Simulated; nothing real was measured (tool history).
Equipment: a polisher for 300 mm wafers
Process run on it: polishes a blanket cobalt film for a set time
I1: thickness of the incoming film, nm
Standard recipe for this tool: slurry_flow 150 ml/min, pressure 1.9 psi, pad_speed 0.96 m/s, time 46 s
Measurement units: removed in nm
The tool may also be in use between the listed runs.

{"run": 1, "day": 0.0, "slurry_flow": 150, "pressure": 1.9, "pad_speed": 0.96, "time": 36, "I1": 621.5, "removed": 145.8}
{"run": 2, "day": 0.371, "slurry_flow": 150, "pressure": 1.9, "pad_speed": 0.72, "time": 46, "I1": 598.3, "removed": 138.4}
{"run": 3, "day": 0.754, "slurry_flow": 150, "pressure": 1.9, "pad_speed": 0.72, "time": 46, "I1": 612.4, "removed": 138.5}
{"day": 2.229, "done": "worn pad replaced by a new one"}
{"run": 4, "day": 2.471, "slurry_flow": 150, "pressure": 1.9, "pad_speed": 0.72, "time": 46, "I1": 611.6, "removed": 137}
{"run": 5, "day": 2.967, "slurry_flow": 150, "pressure": 1.7, "pad_speed": 0.96, "time": 46, "I1": 621.1, "removed": 169.4}
{"run": 6, "day": 3.354, "slurry_flow": 150, "pressure": 1.7, "pad_speed": 0.96, "time": 46, "I1": 611.4, "removed": 169.9}
{"run": 7, "day": 4.058, "slurry_flow": 150, "pressure": 1.9, "pad_speed": 0.96, "time": 53, "I1": 602.2, "removed": 210.8}
{"run": 8, "day": 4.721, "slurry_flow": 150, "pressure": 1.9, "pad_speed": 0.96, "time": 53, "I1": 604.2, "removed": 208.5}
{"run": 9, "day": 5.238, "slurry_flow": 150, "pressure": 2.2, "pad_speed": 0.74, "time": 46, "I1": 624.4, "removed": 156.5}
{"run": 10, "day": 5.888, "slurry_flow": 150, "pressure": 1.9, "pad_speed": 0.96, "time": 46, "I1": 618.5, "removed": 183.9}
{"run": 11, "day": 6.142, "slurry_flow": 150, "pressure": 2.4, "pad_speed": 0.96, "time": 46, "I1": 621.2, "removed": 218.6}
{"run": 12, "day": 6.879, "slurry_flow": 150, "pressure": 1.9, "pad_speed": 0.96, "time": 46, "I1": 617.2, "removed": 179.8}
{"run": 13, "day": 7.133, "slurry_flow": 150, "pressure": 1.9, "pad_speed": 0.96, "time": 46, "I1": 604.7, "removed": 181.8}
{"run": 14, "day": 7.858, "slurry_flow": 150, "pressure": 2.3, "pad_speed": 0.96, "time": 50, "I1": 603, "removed": 228.7}
{"run": 15, "day": 8.179, "slurry_flow": 150, "pressure": 1.9, "pad_speed": 0.96, "time": 46, "I1": 619.2, "removed": 184.2}
{"run": 16, "day": 8.888, "slurry_flow": 150, "pressure": 1.9, "pad_speed": 0.96, "time": 46, "I1": 608.2, "removed": 181}
{"run": 17, "day": 9.483, "slurry_flow": 150, "pressure": 1.9, "pad_speed": 0.96, "time": 46, "I1": 610.6, "removed": 182.5}
{"day": 10.042, "done": "worn pad replaced by a new one"}
{"run": 18, "day": 10.062, "slurry_flow": 150, "pressure": 1.9, "pad_speed": 0.96, "time": 46, "I1": 613.4, "removed": 182.9}
{"run": 19, "day": 10.738, "slurry_flow": 150, "pressure": 1.9, "pad_speed": 0.96, "time": 46, "I1": 614.2, "removed": 180.8}
{"run": 20, "day": 11.025, "slurry_flow": 150, "pressure": 1.9, "pad_speed": 0.96, "time": 46, "I1": 609.1, "removed": 182.1}
{"run": 21, "day": 11.558, "slurry_flow": 150, "pressure": 2.1, "pad_speed": 0.96, "time": 56, "I1": 604.9, "removed": 237.4}
{"day": 11.833, "done": "slurry nozzle cleaned"}
{"run": 22, "day": 11.929, "slurry_flow": 150, "pressure": 1.9, "pad_speed": 0.96, "time": 46, "I1": 610.4, "removed": 178.8}
{"run": 23, "day": 13.042, "slurry_flow": 150, "pressure": 1.9, "pad_speed": 0.96, "time": 46, "I1": 608.7, "removed": 181.1}
{"run": 24, "day": 13.667, "slurry_flow": 115, "pressure": 2.4, "pad_speed": 1.18, "time": 61, "I1": 609.5, "removed": 333.7}
{"day": 13.888, "done": "head pressure recalibrated"}
{"run": 25, "day": 14.038, "slurry_flow": 150, "pressure": 2.5, "pad_speed": 0.82, "time": 59, "I1": 602.3, "removed": 262.1}
{"run": 26, "day": 14.288, "slurry_flow": 185, "pressure": 1.9, "pad_speed": 0.96, "time": 32, "I1": 598.8, "removed": 141.5}
{"run": 27, "day": 14.708, "slurry_flow": 170, "pressure": 1.9, "pad_speed": 0.64, "time": 46, "I1": 610.7, "removed": 133.4}
{"run": 28, "day": 15.021, "slurry_flow": 150, "pressure": 1.3, "pad_speed": 0.96, "time": 60, "I1": 620.9, "removed": 196.9}
{"day": 16.783, "done": "worn pad replaced by a new one"}
{"run": 29, "day": 17.238, "slurry_flow": 150, "pressure": 1.9, "pad_speed": 0.96, "time": 53, "I1": 611.5, "removed": 218.9}
{"run": 30, "day": 17.908, "slurry_flow": 150, "pressure": 1.9, "pad_speed": 0.96, "time": 39, "I1": 608, "removed": 161.3}
{"run": 31, "day": 18.5, "slurry_flow": 150, "pressure": 1.9, "pad_speed": 0.96, "time": 35, "I1": 607.5, "removed": 144.6}
{"run": 32, "day": 19.121, "slurry_flow": 150, "pressure": 2.5, "pad_speed": 0.96, "time": 51, "I1": 619.3, "removed": 258.7}
{"run": 33, "day": 19.662, "slurry_flow": 150, "pressure": 1.2, "pad_speed": 0.96, "time": 46, "I1": 606.9, "removed": 139.1}
{"run": 34, "day": 20.129, "slurry_flow": 185, "pressure": 1.9, "pad_speed": 0.96, "time": 32, "I1": 601.7, "removed": 135.7}
{"run": 35, "day": 20.538, "slurry_flow": 150, "pressure": 1.9, "pad_speed": 0.96, "time": 36, "I1": 620.6, "removed": 146.7}
{"run": 36, "day": 21.183, "slurry_flow": 150, "pressure": 1.7, "pad_speed": 0.76, "time": 51, "I1": 610.4, "removed": 151.5}
{"run": 37, "day": 21.85, "slurry_flow": 150, "pressure": 1.6, "pad_speed": 1.3, "time": 46, "I1": 603.2, "removed": 224.4}
{"run": 38, "day": 22.512, "slurry_flow": 150, "pressure": 1.4, "pad_speed": 0.8, "time": 46, "I1": 617.4, "removed": 126.7}

List, for all runs, the conditions of the tool that the log does not record:
removal rate lost through wear of the pad, %: 0 across all the runs
slurry flow missing at the pad, %: 0 across all the runs
H1: deviation of the head's pressure from its setpoint, %
run=1 H1=-8.06
run=2 H1=-8.14
run=3 H1=-8.23
run=4 H1=-8.57
run=5 H1=-8.66
run=6 H1=-8.73
run=7 H1=-8.84
run=8 H1=-8.94
run=9 H1=-9.02
run=10 H1=-9.1
run=11 H1=-9.14
run=12 H1=-9.23
run=13 H1=-9.26
run=14 H1=-9.34
run=15 H1=-9.37
run=16 H1=-9.44
run=17 H1=-9.5
run=18 H1=-9.55
run=19 H1=-9.61
run=20 H1=-9.63
run=21 H1=-9.67
run=22 H1=-9.7
run=23 H1=-9.77
run=24 H1=-9.81
run=25 H1=-0.0136
run=26 H1=-0.277
run=27 H1=-0.707
run=28 H1=-1.01
run=29 H1=-2.94
run=30 H1=-3.44
run=31 H1=-3.86
run=32 H1=-4.27
run=33 H1=-4.61
run=34 H1=-4.89
run=35 H1=-5.12
run=36 H1=-5.47
run=37 H1=-5.81
run=38 H1=-6.12
